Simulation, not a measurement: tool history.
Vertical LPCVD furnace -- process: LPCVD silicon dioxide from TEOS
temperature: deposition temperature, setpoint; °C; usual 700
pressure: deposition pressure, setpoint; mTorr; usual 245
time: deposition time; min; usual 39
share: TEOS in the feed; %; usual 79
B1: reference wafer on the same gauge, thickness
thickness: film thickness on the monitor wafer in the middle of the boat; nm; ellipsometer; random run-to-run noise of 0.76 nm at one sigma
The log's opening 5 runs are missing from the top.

Run 6, hour 374.8: usual settings; B1 215.9. Result: thickness 258.9 nm.
Run 7, hour 434.1: usual settings; B1 216.06. Result: thickness 259.5 nm.
Run 8, hour 541.2: usual settings; B1 215.92. Result: thickness 260.15 nm.
Run 9, hour 596.9: usual settings but time 31.5 min; B1 216.04. Result: thickness 209.82 nm.
Run 10, hour 690.4: usual settings but pressure 215 mTorr, time 33.5 min; B1 216.08. Result: thickness 208.58 nm.
Run 11, hour 727.7: usual settings but time 47 min; B1 215.73. Result: thickness 314.93 nm.
Run 12, hour 776.9: usual settings but time 47 min; B1 216.11. Result: thickness 312.84 nm.
Run 13, hour 823.8: usual settings; B1 216.06. Result: thickness 259 nm.
Run 14, hour 908.7: usual settings; B1 215.68. Result: thickness 260.02 nm.
At hour 988.4: pressure gauge zeroed.
At hour 1151.1: thermocouples replaced and temperature profile calibrated.
Run 15, hour 1218.2: usual settings; B1 215.97. Result: thickness 259.45 nm.
At hour 1227.7: gauge calibrated.
Run 16, hour 1287.4: usual settings; B1 215.94. Result: thickness 258.25 nm.
Run 17, hour 1325.7: usual settings but temperature 690 °C, pressure 205 mTorr, time 47.5 min, share 89 %; B1 216.23. Result: thickness 241.92 nm.
Run 18, hour 1400: usual settings but temperature 711 °C; B1 215.86. Result: thickness 334.03 nm.
Run 19, hour 1482.7: usual settings but temperature 691 °C; B1 215.84. Result: thickness 210.65 nm.
Run 20, hour 1569.5: usual settings but temperature 690 °C, pressure 300 mTorr, time 33 min; B1 216.1. Result: thickness 192.11 nm.
Run 21, hour 1676.1: usual settings; B1 216.1. Result: thickness 260.17 nm.
At hour 1701: TEOS flow controller replaced.
Run 22, hour 1719.7: usual settings but temperature 709 °C; B1 216.02. Result: thickness 318.5 nm.
Run 23, hour 1826.3: usual settings but temperature 690 °C, time 33 min, share 89 %; B1 215.89. Result: thickness 184.1 nm.
Run 24, hour 1916.2: usual settings but temperature 706 °C; B1 216.03. Result: thickness 299.09 nm.
Run 25, hour 1962.3: usual settings but share 68 %; B1 215.94. Result: thickness 241.23 nm.
Run 26, hour 2015.8: usual settings but temperature 704 °C, time 34 min, share 93 %; B1 216.32. Result: thickness 268.93 nm.
Run 27, hour 2110.6: usual settings but temperature 705 °C, pressure 275 mTorr, time 30.5 min, share 65 %; B1 216.02. Result: thickness 218.28 nm.
Run 28, hour 2190.8: usual settings; B1 216.03. Result: thickness 259.61 nm.
Run 29, hour 2257.7: usual settings; B1 216.09. Result: thickness 259.28 nm.
Run 30, hour 2346.7: usual settings; B1 215.94. Result: thickness 260.13 nm.

Consider 3 possible next runs. They are alternatives, not a sequence: every one starts from the tool as it was left by run 30. What does each give?
Run A, hour 2351.1: usual settings but temperature 695 °C; B1 ?. Result: thickness ?.
Run B, hour 2351.1: usual settings but pressure 200 mTorr; B1 ?. Result: thickness ?.
Run C, hour 2351.1: usual settings but temperature 710 °C, pressure 190 mTorr, share 64 %; B1 ?. Result: thickness ?.

run      B1  thickness
  A  216.11      230.6
  B  216.11     234.18
  C  216.11     258.62
Without the tool's hidden state the same runs would have given:
run  thickness
  A      230.6
  B     234.18
  C     258.62

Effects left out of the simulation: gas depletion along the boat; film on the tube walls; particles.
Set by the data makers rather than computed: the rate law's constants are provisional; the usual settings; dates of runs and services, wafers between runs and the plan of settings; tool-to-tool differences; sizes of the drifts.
